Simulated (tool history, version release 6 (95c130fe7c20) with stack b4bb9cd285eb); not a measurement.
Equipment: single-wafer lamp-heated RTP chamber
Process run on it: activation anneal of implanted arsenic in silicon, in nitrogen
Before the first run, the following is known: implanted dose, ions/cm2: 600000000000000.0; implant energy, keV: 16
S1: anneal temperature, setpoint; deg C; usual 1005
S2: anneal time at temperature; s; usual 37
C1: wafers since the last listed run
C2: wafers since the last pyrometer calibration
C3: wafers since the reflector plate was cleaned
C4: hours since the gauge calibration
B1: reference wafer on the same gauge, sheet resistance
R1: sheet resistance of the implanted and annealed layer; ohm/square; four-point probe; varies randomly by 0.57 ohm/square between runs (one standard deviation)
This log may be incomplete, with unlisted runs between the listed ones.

Run 1, hour 0.0: usual settings; C1 0; C2 3213; C3 636; C4 363.1; B1 214.09. Result: R1 183.23 ohm/square.
Run 2, hour 43.0: usual settings; C1 479; C2 3692; C3 1115; C4 406.1; B1 213.98. Result: R1 183.65 ohm/square.
Run 3, hour 79.1: usual settings; C1 402; C2 4094; C3 1517; C4 442.2; B1 213.96. Result: R1 183.97 ohm/square.
Run 4, hour 106.8: usual settings; C1 308; C2 4403; C3 1826; C4 469.9; B1 213.98. Result: R1 182.48 ohm/square.
Run 5, hour 160.1: usual settings; C1 593; C2 4997; C3 2420; C4 523.2; B1 213.62. Result: R1 181.74 ohm/square.
At hour 197.0: pyrometer window cleaned and pyrometer calibrated.
Run 6, hour 200.7: usual settings but S1 1018 deg C; C1 363; C2 41; C3 2783; C4 563.8; B1 213.85. Result: R1 178.85 ohm/square.
Run 7, hour 271.2: usual settings; C1 785; C2 826; C3 3569; C4 634.3; B1 214.14. Result: R1 183.43 ohm/square.
Run 8, hour 337.2: usual settings; C1 735; C2 1562; C3 4304; C4 700.3; B1 213.89. Result: R1 181.53 ohm/square.
Run 9, hour 405.6: usual settings; C1 762; C2 2324; C3 5066; C4 768.7; B1 214.04. Result: R1 182.21 ohm/square.
Run 10, hour 447.3: usual settings; C1 464; C2 2789; C3 5531; C4 810.4; B1 214.10. Result: R1 182.12 ohm/square.
Run 11, hour 483.9: usual settings but S1 1012 deg C; C1 407; C2 3197; C3 5939; C4 847.0; B1 214.11. Result: R1 180.61 ohm/square.
Run 12, hour 541.2: usual settings but S1 1012 deg C; C1 638; C2 3835; C3 6577; C4 904.3; B1 213.85. Result: R1 180.15 ohm/square.
Run 13, hour 602.0: usual settings but S2 20 s; C1 677; C2 4513; C3 7255; C4 965.1; B1 214.04. Result: R1 188.00 ohm/square.
At hour 636.3: pyrometer window cleaned and pyrometer calibrated.
Run 14, hour 636.8: usual settings but S2 20 s; C1 298; C2 5; C3 7554; C4 999.9; B1 213.90. Result: R1 187.92 ohm/square.
Run 15, hour 756.9: usual settings; C1 1338; C2 1343; C3 8892; C4 1120.0; B1 213.95. Result: R1 182.10 ohm/square.
Run 16, hour 817.7: usual settings but S1 1021 deg C, S2 20 s; C1 677; C2 2021; C3 9569; C4 1180.8; B1 214.03. Result: R1 183.24 ohm/square.
At hour 875.4: reflector plate cleaned.
Run 17, hour 1009.6: usual settings but S2 59 s; C1 2049; C2 4070; C3 1495; C4 1372.7; B1 213.96. Result: R1 178.73 ohm/square.
At hour 1063.1: pyrometer window cleaned and pyrometer calibrated.
Run 18, hour 1108.8: usual settings but S1 1020 deg C, S2 53 s; C1 1016; C2 509; C3 2511; C4 1471.9; B1 214.14. Result: R1 175.61 ohm/square.
Run 19, hour 1150.5: usual settings but S1 1023 deg C; C1 464; C2 974; C3 2976; C4 1513.6; B1 214.14. Result: R1 177.49 ohm/square.
Run 20, hour 1219.4: usual settings but S1 975 deg C, S2 27 s; C1 767; C2 1742; C3 3743; C4 1582.5; B1 214.05. Result: R1 191.74 ohm/square.
Run 21, hour 1247.8: usual settings but S1 1024 deg C, S2 56 s; C1 316; C2 2058; C3 4060; C4 1610.9; B1 213.90. Result: R1 172.86 ohm/square.
At hour 1272.2: gauge calibrated.
Run 22, hour 1281.1: usual settings but S2 20 s; C1 371; C2 2429; C3 4431; C4 8.9; B1 214.03. Result: R1 188.25 ohm/square.
Run 23, hour 1314.7: usual settings but S1 1020 deg C, S2 27 s; C1 374; C2 2804; C3 4805; C4 42.5; B1 213.85. Result: R1 181.96 ohm/square.
Run 24, hour 1377.7: usual settings; C1 702; C2 3506; C3 5507; C4 105.5; B1 213.88. Result: R1 181.89 ohm/square.
Run 25, hour 1407.7: usual settings but S1 1026 deg C; C1 334; C2 3840; C3 5842; C4 135.5; B1 213.70. Result: R1 176.61 ohm/square.
Run 26, hour 1441.6: usual settings but S1 987 deg C, S2 31 s; C1 377; C2 4218; C3 6220; C4 169.4; B1 214.05. Result: R1 187.36 ohm/square.
Run 27, hour 1469.4: usual settings; C1 309; C2 4527; C3 6529; C4 197.2; B1 213.87. Result: R1 181.72 ohm/square.
Run 28, hour 1505.8: usual settings but S1 1013 deg C, S2 47 s; C1 405; C2 4933; C3 6935; C4 233.6; B1 213.75. Result: R1 177.66 ohm/square.
Run 29, hour 1569.8: usual settings; C1 713; C2 5646; C3 7648; C4 297.6; B1 214.03. Result: R1 181.67 ohm/square.
At hour 1601.1: pyrometer window cleaned and pyrometer calibrated.
Run 30, hour 1616.2: usual settings but S1 980 deg C, S2 52 s; C1 427; C2 167; C3 8076; C4 344.0; B1 213.88. Result: R1 183.65 ohm/square.
Run 31, hour 1657.0: usual settings but S1 993 deg C, S2 44 s; C1 454; C2 622; C3 8531; C4 384.8; B1 213.94. Result: R1 181.31 ohm/square.
At hour 1669.9: reflector plate cleaned.
Run 32, hour 1714.4: usual settings but S1 996 deg C, S2 19 s; C1 550; C2 1173; C3 495; C4 442.2; B1 214.23. Result: R1 190.26 ohm/square.
Run 33, hour 1751.7: usual settings but S2 20 s; C1 415; C2 1588; C3 911; C4 479.5; B1 213.91. Result: R1 189.14 ohm/square.
Run 34, hour 1776.0: usual settings but S1 1024 deg C, S2 54 s; C1 270; C2 1859; C3 1182; C4 503.8; B1 213.69. Result: R1 173.55 ohm/square.
Run 35, hour 1841.7: usual settings; C1 732; C2 2591; C3 1914; C4 569.5; B1 214.17. Result: R1 182.95 ohm/square.
Run 36, hour 1889.4: usual settings but S1 1017 deg C; C1 531; C2 3123; C3 2445; C4 617.2; B1 214.14. Result: R1 179.50 ohm/square.

Consider 4 possible next runs. They are alternatives, not a sequence: every one starts from the tool as it was left by run 36. What does each give?
Run A, hour 1889.8: usual settings; C1 4; C2 3127; C3 2450; C4 617.6; B1 ?. Result: R1 ?.
Run B, hour 1889.8: usual settings but S1 1015 deg C, S2 52 s; C1 4; C2 3127; C3 2450; C4 617.6; B1 ?. Result: R1 ?.
Run C, hour 1889.8: usual settings but S1 1021 deg C, S2 54 s; C1 4; C2 3127; C3 2450; C4 617.6; B1 ?. Result: R1 ?.
Run D, hour 1889.8: usual settings but S1 1034 deg C, S2 58 s; C1 4; C2 3127; C3 2450; C4 617.6; B1 ?. Result: R1 ?.

run      B1      R1
  A  214.13  182.35
  B  214.13  176.16
  C  214.13  174.17
  D  214.13  170.00
Take away the tool's hidden state, keep each run's random variation, and the runs would have read:
run      R1
  A  183.15
  B  177.01
  C  175.02
  D  170.83

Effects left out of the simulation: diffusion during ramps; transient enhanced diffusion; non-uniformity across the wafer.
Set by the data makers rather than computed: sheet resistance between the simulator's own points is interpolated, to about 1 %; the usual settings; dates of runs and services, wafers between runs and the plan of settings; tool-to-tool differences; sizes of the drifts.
